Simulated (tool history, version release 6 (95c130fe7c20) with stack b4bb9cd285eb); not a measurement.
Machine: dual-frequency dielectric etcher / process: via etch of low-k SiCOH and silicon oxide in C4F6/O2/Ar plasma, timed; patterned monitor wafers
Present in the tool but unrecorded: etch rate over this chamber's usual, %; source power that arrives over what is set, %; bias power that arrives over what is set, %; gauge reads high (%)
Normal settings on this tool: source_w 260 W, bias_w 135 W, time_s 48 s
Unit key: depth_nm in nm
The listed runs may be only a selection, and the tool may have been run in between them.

| run | hour | source_w | bias_w | time_s | wafers since the last listed run | hours since the last wet clean | hours since the last source power generator calibration | hours since the last bias power generator calibration | hours since the last upper electrode change | hours since the gauge calibration | read-back reference wafer on the same gauge, depth_nm | depth_nm |
|---|---|---|---|---|---|---|---|---|---|---|---|---|
| 1 | 0 | 270 | 135 | 48 | 0 | 193.6 | 4750 | 1640.6 | 4464.1 | 271.6 | 96.7 | 94.7 |
| 2 | 30.8 | 270 | 135 | 48 | 576 | 224.4 | 4780.8 | 1671.4 | 4494.9 | 302.4 | 97 | 95.5 |
| 3 | 54.9 | 270 | 135 | 48 | 450 | 248.5 | 4804.9 | 1695.5 | 4519 | 326.5 | 97.1 | 95.5 |
| 4 | 71.2 | 260 | 135 | 48 | 304 | 264.8 | 4821.2 | 1711.8 | 4535.3 | 342.8 | 97.1 | 92.6 |
| 5 | 84.9 | 260 | 135 | 48 | 256 | 278.5 | 4834.9 | 1725.5 | 4549 | 356.5 | 97.1 | 92.6 |
| 6 | 119.6 | 260 | 135 | 48 | 649 | 313.2 | 4869.6 | 1760.2 | 4583.7 | 391.2 | 97.3 | 93.6 |
|  | 170.1 | wet clean of the chamber |
| 7 | 170.6 | 260 | 135 | 48 | 505 | 0.5 | 4920.6 | 1811.2 | 4634.7 | 442.2 | 97.9 | 94.7 |
| 8 | 170.9 | 260 | 135 | 48 | 5 | 0.8 | 4920.9 | 1811.5 | 4635 | 442.5 | 97.8 | 94.5 |
|  | 206.9 | upper electrode replaced |
| 9 | 207.4 | 260 | 135 | 48 | 233 | 37.3 | 4957.4 | 1848 | 0.5 | 479 | 98.1 | 95.3 |
| 10 | 213.6 | 300 | 135 | 48 | 115 | 43.5 | 4963.6 | 1854.2 | 6.7 | 485.2 | 98.1 | 103.2 |
|  | 224 | gauge calibrated |
| 11 | 248.9 | 300 | 135 | 48 | 660 | 78.8 | 4998.9 | 1889.5 | 42 | 24.9 | 96 | 100.7 |
| 12 | 267.8 | 210 | 135 | 39.5 | 353 | 97.7 | 5017.8 | 1908.4 | 60.9 | 43.8 | 96 | 66.2 |
| 13 | 279.8 | 240 | 159 | 55 | 224 | 109.7 | 5029.8 | 1920.4 | 72.9 | 55.8 | 96.1 | 103 |
|  | 288.5 | source power generator calibrated |
| 14 | 311.6 | 280 | 118 | 59.5 | 520 | 141.5 | 23.1 | 1952.2 | 104.7 | 87.6 | 96.1 | 118.1 |
|  | 321.8 | bias power generator calibrated |
| 15 | 325.2 | 260 | 135 | 48 | 179 | 155.1 | 36.7 | 3.4 | 118.3 | 101.2 | 96.2 | 93.3 |
| 16 | 342.8 | 260 | 135 | 48 | 329 | 172.7 | 54.3 | 21 | 135.9 | 118.8 | 96 | 93.8 |
| 17 | 356.5 | 320 | 151 | 56.5 | 256 | 186.4 | 68 | 34.7 | 149.6 | 132.5 | 96.3 | 125.4 |
| 18 | 375.1 | 260 | 135 | 48 | 347 | 205 | 86.6 | 53.3 | 168.2 | 151.1 | 96.1 | 92.7 |
| 19 | 404.2 | 260 | 154 | 54 | 544 | 234.1 | 115.7 | 82.4 | 197.3 | 180.2 | 96.3 | 107.4 |
| 20 | 420.2 | 260 | 105 | 37.5 | 299 | 250.1 | 131.7 | 98.4 | 213.3 | 196.2 | 96.3 | 68.9 |
| 21 | 446.4 | 220 | 135 | 48 | 490 | 276.3 | 157.9 | 124.6 | 239.5 | 222.4 | 96.4 | 83.7 |
| 22 | 466.4 | 260 | 146 | 61 | 374 | 296.3 | 177.9 | 144.6 | 259.5 | 242.4 | 96.7 | 119.6 |
| 23 | 488.5 | 260 | 167 | 52.5 | 413 | 318.4 | 200 | 166.7 | 281.6 | 264.5 | 96.6 | 105.9 |

Each row is a separate what-if for the run after 23, all from the same tool condition, not one after another. Results?
| A | 488.9 | 310 | 135 | 48 | 7 | 318.8 | 200.4 | 167.1 | 282 | 264.9 | ? | ? |
| B | 488.9 | 260 | 162 | 40.5 | 7 | 318.8 | 200.4 | 167.1 | 282 | 264.9 | ? | ? |
| C | 488.9 | 280 | 135 | 56 | 7 | 318.8 | 200.4 | 167.1 | 282 | 264.9 | ? | ? |

| run | read-back reference wafer on the same gauge, depth_nm | depth_nm |
|---|---|---|
| A | 96.5 | 103.5 |
| B | 96.5 | 81.7 |
| C | 96.5 | 113.9 |
Without the tool's hidden state the same runs would have given:
| run | depth_nm |
|---|---|
| A | 102.9 |
| B | 81.3 |
| C | 113.3 |
